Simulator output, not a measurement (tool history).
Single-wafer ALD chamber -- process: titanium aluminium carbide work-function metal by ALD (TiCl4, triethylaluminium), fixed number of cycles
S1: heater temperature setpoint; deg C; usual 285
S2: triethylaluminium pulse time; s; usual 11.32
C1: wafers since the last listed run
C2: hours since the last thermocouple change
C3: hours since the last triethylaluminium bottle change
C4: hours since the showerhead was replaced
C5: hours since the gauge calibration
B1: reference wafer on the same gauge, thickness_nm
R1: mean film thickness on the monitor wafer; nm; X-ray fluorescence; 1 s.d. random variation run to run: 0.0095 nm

| run | hour | S1 | S2 | C1 | C2 | C3 | C4 | C5 | B1 | R1 |
|---|---|---|---|---|---|---|---|---|---|---|
| 1 | 0 | 281 | 13.97 | 0 | 2142.4 | 988.6 | 2093.2 | 488.9 | 1.55 | 1.748 |
| 2 | 74.7 | 281 | 13.97 | 750 | 2217.1 | 1063.3 | 2167.9 | 563.6 | 1.553 | 1.74 |
| 3 | 109.6 | 285 | 11.32 | 350 | 2252 | 1098.2 | 2202.8 | 598.5 | 1.55 | 1.665 |
| 4 | 140.2 | 285 | 11.32 | 307 | 2282.6 | 1128.8 | 2233.4 | 629.1 | 1.55 | 1.643 |
| 5 | 164 | 285 | 12.88 | 239 | 2306.4 | 1152.6 | 2257.2 | 652.9 | 1.551 | 1.731 |
|  | 175.9 | gauge calibrated |
| 6 | 178.6 | 285 | 12.88 | 146 | 2321 | 1167.2 | 2271.8 | 2.7 | 1.547 | 1.736 |
|  | 204.6 | triethylaluminium bottle replaced |
| 7 | 205.1 | 285 | 11.32 | 185 | 2347.5 | 0.5 | 2298.3 | 29.2 | 1.55 | 1.86 |
| 8 | 228.4 | 285 | 11.32 | 234 | 2370.8 | 23.8 | 2321.6 | 52.5 | 1.55 | 1.862 |
| 9 | 259.1 | 285 | 11.32 | 308 | 2401.5 | 54.5 | 2352.3 | 83.2 | 1.549 | 1.862 |
| 10 | 285.8 | 291 | 11.32 | 268 | 2428.2 | 81.2 | 2379 | 109.9 | 1.552 | 1.915 |
| 11 | 304.5 | 291 | 11.32 | 187 | 2446.9 | 99.9 | 2397.7 | 128.6 | 1.552 | 1.894 |
| 12 | 320.9 | 292 | 9.11 | 164 | 2463.3 | 116.3 | 2414.1 | 145 | 1.552 | 1.791 |
| 13 | 340.6 | 297 | 7.08 | 197 | 2483 | 136 | 2433.8 | 164.7 | 1.549 | 1.54 |
| 14 | 355.4 | 273 | 12.74 | 148 | 2497.8 | 150.8 | 2448.6 | 179.5 | 1.549 | 1.743 |
| 15 | 378.2 | 273 | 14.89 | 229 | 2520.6 | 173.6 | 2471.4 | 202.3 | 1.551 | 1.769 |
| 16 | 413.2 | 295 | 13.83 | 351 | 2555.6 | 208.6 | 2506.4 | 237.3 | 1.549 | 1.966 |
|  | 423.3 | showerhead replaced |
|  | 427.7 | thermocouple changed; heater temperature recalibrated |
| 17 | 436.1 | 277 | 8.21 | 105 | 8.4 | 231.5 | 12.8 | 260.2 | 1.552 | 1.496 |
| 18 | 466.9 | 285 | 10.1 | 309 | 39.2 | 262.3 | 43.6 | 291 | 1.551 | 1.733 |
| 19 | 485.5 | 290 | 8.76 | 186 | 57.8 | 280.9 | 62.2 | 309.6 | 1.551 | 1.652 |
| 20 | 507.7 | 290 | 7.96 | 223 | 80 | 303.1 | 84.4 | 331.8 | 1.549 | 1.541 |
| 21 | 522.1 | 290 | 7.96 | 144 | 94.4 | 317.5 | 98.8 | 346.2 | 1.549 | 1.547 |
| 22 | 538.7 | 277 | 8.21 | 166 | 111 | 334.1 | 115.4 | 362.8 | 1.552 | 1.468 |

4 options for the next run, each taken on its own from the tool as it stands now. Forecast them:
| A | 539.1 | 281 | 11.32 | 4 | 111.4 | 334.5 | 115.8 | 363.2 | ? | ? |
| B | 539.1 | 281 | 15.49 | 4 | 111.4 | 334.5 | 115.8 | 363.2 | ? | ? |
| C | 539.1 | 293 | 9.38 | 4 | 111.4 | 334.5 | 115.8 | 363.2 | ? | ? |
| D | 539.1 | 280 | 11.32 | 4 | 111.4 | 334.5 | 115.8 | 363.2 | ? | ? |

| run | B1 | R1 |
|---|---|---|
| A | 1.551 | 1.744 |
| B | 1.551 | 1.839 |
| C | 1.551 | 1.725 |
| D | 1.551 | 1.735 |
Stripped of hidden state, with their random variation kept, the same runs would have yielded:
| run | R1 |
|---|---|
| A | 1.83 |
| B | 1.863 |
| C | 1.879 |
| D | 1.82 |

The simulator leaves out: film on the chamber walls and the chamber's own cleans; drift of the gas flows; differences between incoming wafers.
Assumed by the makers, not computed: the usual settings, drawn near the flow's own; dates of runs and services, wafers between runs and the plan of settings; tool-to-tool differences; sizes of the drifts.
